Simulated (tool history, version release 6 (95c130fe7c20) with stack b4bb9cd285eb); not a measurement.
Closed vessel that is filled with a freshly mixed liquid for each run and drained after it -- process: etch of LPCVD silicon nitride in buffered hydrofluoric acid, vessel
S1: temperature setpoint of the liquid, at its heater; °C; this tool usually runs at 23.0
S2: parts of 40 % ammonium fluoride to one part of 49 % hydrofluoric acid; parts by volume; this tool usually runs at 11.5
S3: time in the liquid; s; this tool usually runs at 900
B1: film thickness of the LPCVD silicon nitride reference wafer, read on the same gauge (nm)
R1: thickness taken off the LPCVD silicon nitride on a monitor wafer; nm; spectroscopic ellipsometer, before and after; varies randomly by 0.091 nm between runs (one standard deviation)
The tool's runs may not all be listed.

run,hour,S1,S2,S3,B1,R1
1,0.0,25.0,14.0,900,49.97,9.50
2,61.1,23.0,11.5,900,50.01,10.17
3,135.0,20.5,11.5,900,50.02,8.88
# hour 173.4: thermometer replaced
4,240.6,20.5,11.5,900,50.01,8.93
5,329.3,20.5,11.5,900,49.94,8.87
6,406.2,23.0,11.5,900,49.99,10.20
7,469.4,23.0,11.5,900,50.02,10.33
8,568.7,23.0,11.5,900,49.99,10.34
9,615.9,23.0,11.5,900,50.00,10.49
10,709.6,23.0,11.5,900,50.00,10.21
11,756.1,27.0,8.0,1140,50.02,22.28
12,841.7,18.5,11.5,1355,50.00,11.96
13,894.6,23.0,11.5,900,49.97,10.31
14,957.9,23.0,8.0,1070,49.99,17.16
# hour 1003.0: hydrofluoric acid flow meter replaced
15,1046.3,23.0,11.5,900,50.05,10.34
16,1111.3,23.0,11.5,535,49.97,6.02
17,1214.1,23.0,11.5,900,49.97,10.20
18,1250.7,27.0,13.0,390,50.00,4.88
19,1329.7,23.0,10.0,660,49.98,8.64
20,1378.3,23.0,13.0,900,50.00,9.06
21,1473.7,23.0,11.5,900,50.01,10.20
# hour 1503.0: gauge calibrated
22,1527.0,20.0,11.5,1160,50.00,11.13
23,1610.3,20.0,8.0,1110,50.02,14.85
24,1660.8,23.0,11.5,900,50.02,10.32
25,1721.7,18.0,8.5,1260,49.99,14.04
26,1827.3,19.5,12.5,1195,50.05,10.38
27,1908.4,23.0,11.5,900,50.02,10.24
28,1951.1,25.0,14.0,900,49.97,9.42
29,2027.7,18.0,8.5,900,50.05,10.33
30,2093.5,23.0,9.5,1340,50.02,17.99
31,2193.0,23.0,11.5,900,50.01,10.25
32,2233.5,23.0,11.5,900,50.00,10.32

Forecast each of these 4 alternatives for the next run:
A,2234.4,19.5,11.5,900,?,?
B,2234.4,19.0,14.5,380,?,?
C,2234.4,28.0,16.0,590,?,?
D,2234.4,23.0,13.5,505,?,?

run,B1,R1
A,49.96,8.44
B,49.96,2.76
C,49.96,6.37
D,49.96,4.92
With no hidden state in the tool, these same runs would have given:
run,R1
A,8.44
B,2.76
C,6.37
D,4.92

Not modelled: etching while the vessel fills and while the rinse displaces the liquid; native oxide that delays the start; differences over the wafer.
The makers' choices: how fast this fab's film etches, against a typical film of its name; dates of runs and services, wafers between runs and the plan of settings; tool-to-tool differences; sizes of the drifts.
